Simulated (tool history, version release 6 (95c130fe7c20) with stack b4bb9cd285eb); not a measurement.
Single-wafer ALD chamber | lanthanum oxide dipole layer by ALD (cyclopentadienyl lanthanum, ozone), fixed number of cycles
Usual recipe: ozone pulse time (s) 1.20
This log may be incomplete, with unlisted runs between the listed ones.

run    hour  ozone pulse time (s)  wafers since the last listed run  hours since the last thermocouple change  hours since the last ozone generator service  hours since the showerhead was replaced  hours since the gauge calibration  read-back reference wafer on the same gauge, thickness_nm  mean film thickness on the monitor wafer (angstrom)
  1     0.0                  1.34                                 0                                    1401.0                                        1234.4                                   4727.1                              490.7                                                      0.593                                                 5.24
  2    75.1                  1.34                               758                                    1476.1                                        1309.5                                   4802.2                              565.8                                                      0.593                                                 5.18
  3   158.7                  1.34                               843                                    1559.7                                        1393.1                                   4885.8                              649.4                                                      0.593                                                 5.20
  4   242.8                  1.06                               848                                    1643.8                                        1477.2                                   4969.9                              733.5                                                      0.594                                                 4.89
      252.7  -- ozone generator serviced
  5   288.2                  1.06                               377                                    1689.2                                          35.5                                   5015.3                              778.9                                                      0.593                                                 5.06
  6   360.6                  1.06                               730                                    1761.6                                         107.9                                   5087.7                              851.3                                                      0.594                                                 5.05
  7   452.1                  1.20                               923                                    1853.1                                         199.4                                   5179.2                              942.8                                                      0.592                                                 5.19
  8   526.7                  1.20                               752                                    1927.7                                         274.0                                   5253.8                             1017.4                                                      0.593                                                 5.16
  9   595.6                  1.20                               695                                    1996.6                                         342.9                                   5322.7                             1086.3                                                      0.593                                                 5.22
 10   656.6                  1.20                               615                                    2057.6                                         403.9                                   5383.7                             1147.3                                                      0.593                                                 5.15
 11   703.9                  1.20                               477                                    2104.9                                         451.2                                   5431.0                             1194.6                                                      0.592                                                 5.11
      713.7  -- thermocouple changed; heater temperature recalibrated
 12   797.0                  1.20                               858                                      83.3                                         544.3                                   5524.1                             1287.7                                                      0.593                                                 5.18
 13   834.2                  1.05                               375                                     120.5                                         581.5                                   5561.3                             1324.9                                                      0.592                                                 5.06
 14   879.6                  1.20                               458                                     165.9                                         626.9                                   5606.7                             1370.3                                                      0.593                                                 5.10
      965.1  -- gauge calibrated
 15   979.3                  1.36                              1006                                     265.6                                         726.6                                   5706.4                               14.2                                                      0.593                                                 5.24
     1082.2  -- showerhead replaced
 16  1082.7                  1.39                               962                                     369.0                                         830.0                                      0.5                              117.6                                                      0.593                                                 5.23
 17  1151.4                  1.40                               693                                     437.7                                         898.7                                     69.2                              186.3                                                      0.594                                                 5.33
 18  1221.7                  0.78                               709                                     508.0                                         969.0                                    139.5                              256.6                                                      0.593                                                 4.64
 19  1290.9                  1.20                               698                                     577.2                                        1038.2                                    208.7                              325.8                                                      0.593                                                 5.10
 20  1381.4                  0.94                               913                                     667.7                                        1128.7                                    299.2                              416.3                                                      0.593                                                 4.77
 21  1443.7                  0.82                               628                                     730.0                                        1191.0                                    361.5                              478.6                                                      0.592                                                 4.59
 22  1481.0                  0.94                               376                                     767.3                                        1228.3                                    398.8                              515.9                                                      0.593                                                 4.73
 23  1655.6                  1.56                              1762                                     941.9                                        1402.9                                    573.4                              690.5                                                      0.593                                                 5.22
     1687.7  -- ozone generator serviced
 24  1741.0                  1.34                               781                                    1027.3                                          53.3                                    658.8                              775.9                                                      0.593                                                 5.32
 25  1848.8                  0.82                              1088                                    1135.1                                         161.1                                    766.6                              883.7                                                      0.593                                                 4.73
 26  1943.9                  1.37                               959                                    1230.2                                         256.2                                    861.7                              978.8                                                      0.594                                                 5.34
 27  1989.1                  0.84                               456                                    1275.4                                         301.4                                    906.9                             1024.0                                                      0.593                                                 4.86
 28  2082.4                  1.20                               941                                    1368.7                                         394.7                                   1000.2                             1117.3                                                      0.594                                                 5.16
 29  2129.5                  0.79                               475                                    1415.8                                         441.8                                   1047.3                             1164.4                                                      0.593                                                 4.74

Here are 4 independent what-if runs from the current tool condition. What would each one return?
  A  2129.9                  1.20                                 4                                    1416.2                                         442.2                                   1047.7                             1164.8                                                          ?                                                    ?
  B  2129.9                  0.73                                 4                                    1416.2                                         442.2                                   1047.7                             1164.8                                                          ?                                                    ?
  C  2129.9                  1.64                                 4                                    1416.2                                         442.2                                   1047.7                             1164.8                                                          ?                                                    ?
  D  2129.9                  0.75                                 4                                    1416.2                                         442.2                                   1047.7                             1164.8                                                          ?                                                    ?

run  read-back reference wafer on the same gauge, thickness_nm  mean film thickness on the monitor wafer (angstrom)
  A                                                      0.593                                                 5.21
  B                                                      0.593                                                 4.65
  C                                                      0.593                                                 5.48
  D                                                      0.593                                                 4.68
Without the tool's unlogged condition, the same runs would have read:
run  mean film thickness on the monitor wafer (angstrom)
  A                                                 5.25
  B                                                 4.70
  C                                                 5.50
  D                                                 4.73

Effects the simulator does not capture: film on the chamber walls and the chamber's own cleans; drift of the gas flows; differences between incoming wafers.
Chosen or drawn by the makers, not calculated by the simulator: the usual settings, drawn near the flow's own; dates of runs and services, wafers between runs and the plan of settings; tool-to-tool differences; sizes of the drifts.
